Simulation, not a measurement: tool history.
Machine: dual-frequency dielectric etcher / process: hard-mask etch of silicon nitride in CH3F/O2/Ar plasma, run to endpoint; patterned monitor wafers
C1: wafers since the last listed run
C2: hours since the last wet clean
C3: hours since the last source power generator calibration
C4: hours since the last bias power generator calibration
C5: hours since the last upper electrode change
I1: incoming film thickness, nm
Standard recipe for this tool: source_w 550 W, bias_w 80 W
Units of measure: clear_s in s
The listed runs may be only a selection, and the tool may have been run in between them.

{"run": 1, "day": 0.0, "source_w": 550, "bias_w": 80, "C1": 0, "C2": 226.5, "C3": 1080.8, "C4": 3037, "C5": 4557, "I1": 52.9, "clear_s": 62.1}
{"run": 2, "day": 1.283, "source_w": 550, "bias_w": 80, "C1": 305, "C2": 257.3, "C3": 1111.6, "C4": 3067.8, "C5": 4587.8, "I1": 52.3, "clear_s": 61.1}
{"run": 3, "day": 3.412, "source_w": 550, "bias_w": 80, "C1": 507, "C2": 308.4, "C3": 1162.7, "C4": 3118.9, "C5": 4638.9, "I1": 52, "clear_s": 60.7}
{"run": 4, "day": 5.742, "source_w": 500, "bias_w": 68, "C1": 554, "C2": 364.3, "C3": 1218.6, "C4": 3174.8, "C5": 4694.8, "I1": 52.3, "clear_s": 66.1}
{"run": 5, "day": 13.783, "source_w": 550, "bias_w": 74, "C1": 1915, "C2": 557.3, "C3": 1411.6, "C4": 3367.8, "C5": 4887.8, "I1": 52.5, "clear_s": 61.6}
{"run": 6, "day": 14.85, "source_w": 550, "bias_w": 74, "C1": 254, "C2": 582.9, "C3": 1437.2, "C4": 3393.4, "C5": 4913.4, "I1": 51.8, "clear_s": 60.9}
{"day": 17.638, "done": "wet clean of the chamber"}
{"run": 7, "day": 17.658, "source_w": 550, "bias_w": 74, "C1": 430, "C2": 0.5, "C3": 1504.6, "C4": 3460.8, "C5": 4980.8, "I1": 52.6, "clear_s": 63.2}
{"run": 8, "day": 18.838, "source_w": 550, "bias_w": 80, "C1": 280, "C2": 28.8, "C3": 1532.9, "C4": 3489.1, "C5": 5009.1, "I1": 52.3, "clear_s": 61.7}
{"run": 9, "day": 21.762, "source_w": 550, "bias_w": 80, "C1": 696, "C2": 99, "C3": 1603.1, "C4": 3559.3, "C5": 5079.3, "I1": 52.2, "clear_s": 61.3}
{"run": 10, "day": 23.446, "source_w": 550, "bias_w": 80, "C1": 400, "C2": 139.4, "C3": 1643.5, "C4": 3599.7, "C5": 5119.7, "I1": 52.7, "clear_s": 62.2}
{"run": 11, "day": 25.062, "source_w": 550, "bias_w": 80, "C1": 385, "C2": 178.2, "C3": 1682.3, "C4": 3638.5, "C5": 5158.5, "I1": 52.3, "clear_s": 61.1}
{"run": 12, "day": 27.808, "source_w": 550, "bias_w": 80, "C1": 653, "C2": 244.1, "C3": 1748.2, "C4": 3704.4, "C5": 5224.4, "I1": 52.2, "clear_s": 60.9}
{"day": 28.112, "done": "source power generator calibrated"}
{"day": 34.929, "done": "bias power generator calibrated"}
{"run": 13, "day": 35.729, "source_w": 550, "bias_w": 80, "C1": 1807, "C2": 434.2, "C3": 182.8, "C4": 19.2, "C5": 5414.5, "I1": 51.9, "clear_s": 60.6}
{"day": 38.558, "done": "wet clean of the chamber"}
{"run": 14, "day": 38.579, "source_w": 550, "bias_w": 80, "C1": 440, "C2": 0.5, "C3": 251.2, "C4": 87.6, "C5": 5482.9, "I1": 52.4, "clear_s": 62}

Run 15, settings as shown, results not yet in. Your forecast:
{"run": 15, "day": 40.879, "source_w": 490, "bias_w": 99, "C1": 547, "C2": 55.7, "C3": 306.4, "C4": 142.8, "C5": 5538.1, "I1": 52.2, "clear_s": "?"}

Run 15 yielded clear_s 60.2 s.
With the hidden condition absent and the run-to-run variation left alone, this run would have shown clear_s 60.8 s.
